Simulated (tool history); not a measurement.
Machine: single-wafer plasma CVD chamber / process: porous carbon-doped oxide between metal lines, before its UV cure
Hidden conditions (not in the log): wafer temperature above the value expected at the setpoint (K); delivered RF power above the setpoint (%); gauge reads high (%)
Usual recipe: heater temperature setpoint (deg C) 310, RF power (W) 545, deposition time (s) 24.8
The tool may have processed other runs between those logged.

run,hour,heater temperature setpoint (deg C),RF power (W),deposition time (s),wafers since the last listed run,hours since the last thermocouple change,hours since the last RF generator calibration,hours since the showerhead was replaced,hours since the gauge calibration,"read-back reference wafer on the same gauge, thickness_nm",mean film thickness on the monitor wafer (Å)
1,0,310,485,28.6,0,1039.2,360.6,2358.1,1366.6,133.06,1357.68
# hour 119.2: showerhead replaced
2,166.6,310,485,28.6,3931,1205.8,527.2,47.4,1533.2,132.996,1358.94
3,202.7,310,485,28.6,894,1241.9,563.3,83.5,1569.3,133.013,1359.95
4,255.5,310,545,28.5,1308,1294.7,616.1,136.3,1622.1,132.922,1526
5,305.2,310,545,28.5,1232,1344.4,665.8,186,1671.8,132.965,1527.46
6,372.4,310,545,28.5,1665,1411.6,733,253.2,1739,133.056,1523.5
7,435.6,310,545,24.8,1566,1474.8,796.2,316.4,1802.2,132.987,1329.26
8,460.8,310,545,24.8,624,1500,821.4,341.6,1827.4,132.978,1329.23
9,526.3,310,545,24.8,1623,1565.5,886.9,407.1,1892.9,132.978,1325.71
10,551,310,545,24.8,612,1590.2,911.6,431.8,1917.6,133.013,1326.31
# hour 562.1: thermocouple changed; heater temperature recalibrated
11,585.6,310,545,26.5,659,23.5,946.2,466.4,1952.2,133.075,1373.95
# hour 640.1: RF generator calibrated
# hour 645.7: gauge calibrated
12,665.2,310,455,24.8,1774,103.1,25.1,546,19.5,132.918,1097.51
13,695.4,306,500,27.3,748,133.3,55.3,576.2,49.7,132.924,1366.73
14,748.3,310,545,24.8,1311,186.2,108.2,629.1,102.6,132.945,1322.4
15,819.4,310,545,24.8,1762,257.3,179.3,700.2,173.7,132.995,1328.06
16,845,317,610,20.6,634,282.9,204.9,725.8,199.3,132.921,1185.31
17,911.3,299,635,27.8,1643,349.2,271.2,792.1,265.6,133.124,1808.81
18,939.6,310,545,24.8,701,377.5,299.5,820.4,293.9,133.014,1326.27
19,967,305,455,20.6,679,404.9,326.9,847.8,321.3,133.052,940.41
20,993.7,310,545,24.8,661,431.6,353.6,874.5,348,133.002,1320.11
21,1023.9,319,510,24.8,748,461.8,383.8,904.7,378.2,132.99,1182.06
22,1094.9,310,545,24.8,1760,532.8,454.8,975.7,449.2,132.855,1320.32
23,1129.8,310,545,21.6,865,567.7,489.7,1010.6,484.1,133.061,1151.04
24,1167.3,310,545,24.8,929,605.2,527.2,1048.1,521.6,132.966,1321.81
25,1236.8,310,610,24.8,1722,674.7,596.7,1117.6,591.1,133.018,1461.56
26,1281,322,545,27.6,1095,718.9,640.9,1161.8,635.3,133.03,1371.55
27,1306.2,321,475,19.9,624,744.1,666.1,1187,660.5,133.053,866.85
28,1347.4,300,515,20,1021,785.3,707.3,1228.2,701.7,132.989,1073.51
29,1391.6,296,545,21.4,1095,829.5,751.5,1272.4,745.9,132.964,1239.11
30,1430.8,310,545,24.8,971,868.7,790.7,1311.6,785.1,132.954,1315.77
31,1500.5,324,605,20.1,1727,938.4,860.4,1381.3,854.8,133.042,1097.62
32,1548.3,319,615,24.8,1184,986.2,908.2,1429.1,902.6,132.882,1402.91
33,1598.2,322,545,27.6,1237,1036.1,958.1,1479,952.5,133.094,1365.83

State the hidden condition of the tool at each of the runs:
gauge reads high (%): 0 across all the runs
H1: wafer temperature above the value expected at the setpoint (K)
H2: delivered RF power above the setpoint (%)
run,H1,H2
1,-3.44,-1.31
2,-3.98,-1.84
3,-4.1,-1.96
4,-4.28,-2.13
5,-4.44,-2.29
6,-4.66,-2.5
7,-4.87,-2.71
8,-4.96,-2.79
9,-5.17,-3
10,-5.25,-3.08
11,-0.2,-3.19
12,-0.462,-0.162
13,-0.562,-0.259
14,-0.736,-0.429
15,-0.971,-0.657
16,-1.06,-0.74
17,-1.27,-0.953
18,-1.37,-1.04
19,-1.46,-1.13
20,-1.55,-1.22
21,-1.65,-1.32
22,-1.88,-1.54
23,-1.99,-1.66
24,-2.12,-1.78
25,-2.35,-2
26,-2.49,-2.14
27,-2.58,-2.22
28,-2.71,-2.36
29,-2.86,-2.5
30,-2.99,-2.62
31,-3.22,-2.85
32,-3.37,-3
33,-3.54,-3.16
